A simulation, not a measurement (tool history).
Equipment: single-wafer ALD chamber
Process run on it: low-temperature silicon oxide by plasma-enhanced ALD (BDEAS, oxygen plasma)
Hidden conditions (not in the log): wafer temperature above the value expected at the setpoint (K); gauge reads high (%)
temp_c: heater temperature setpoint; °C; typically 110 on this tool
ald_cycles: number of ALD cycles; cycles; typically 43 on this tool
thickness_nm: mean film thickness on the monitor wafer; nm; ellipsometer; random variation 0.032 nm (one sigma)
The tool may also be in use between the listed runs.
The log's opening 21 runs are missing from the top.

run	hour	temp_c	ald_cycles	wafers since the last listed run	hours since the last thermocouple change	hours since the gauge calibration	read-back reference wafer on the same gauge, thickness_nm	thickness_nm
22	575.8	110	43	203	76.2	962.7	6.561	6.741
23	593.4	98	37	109	93.8	980.3	6.56	5.93
# hour 632.7: gauge calibrated
24	635.7	120	50	264	136.1	3	6.554	7.757
25	656.9	110	43	132	157.3	24.2	6.558	6.81
26	689.4	117	39	203	189.8	56.7	6.557	6.075
27	719.9	124	49	190	220.3	87.2	6.562	7.541
28	735.8	110	40	99	236.2	103.1	6.562	6.256
29	802.5	102	36	416	302.9	169.8	6.558	5.744
30	814.8	110	50	76	315.2	182.1	6.559	7.904
31	849.6	99	37	217	350	216.9	6.557	5.954
32	900.6	114	36	318	401	267.9	6.562	5.657
33	929.4	110	43	179	429.8	296.7	6.564	6.767
34	946.9	114	34	109	447.3	314.2	6.562	5.318
35	970.4	124	40	146	470.8	337.7	6.563	6.15

For run 36, what comes out?
36	987.4	118	43	106	487.8	354.7	?	?

{"run 36": {"read-back reference wafer on the same gauge, thickness_nm": 6.559, "thickness_nm": 6.646}}
If the tool had no hidden condition, the same run with the same run-to-run variation would have returned thickness_nm 6.646 nm.
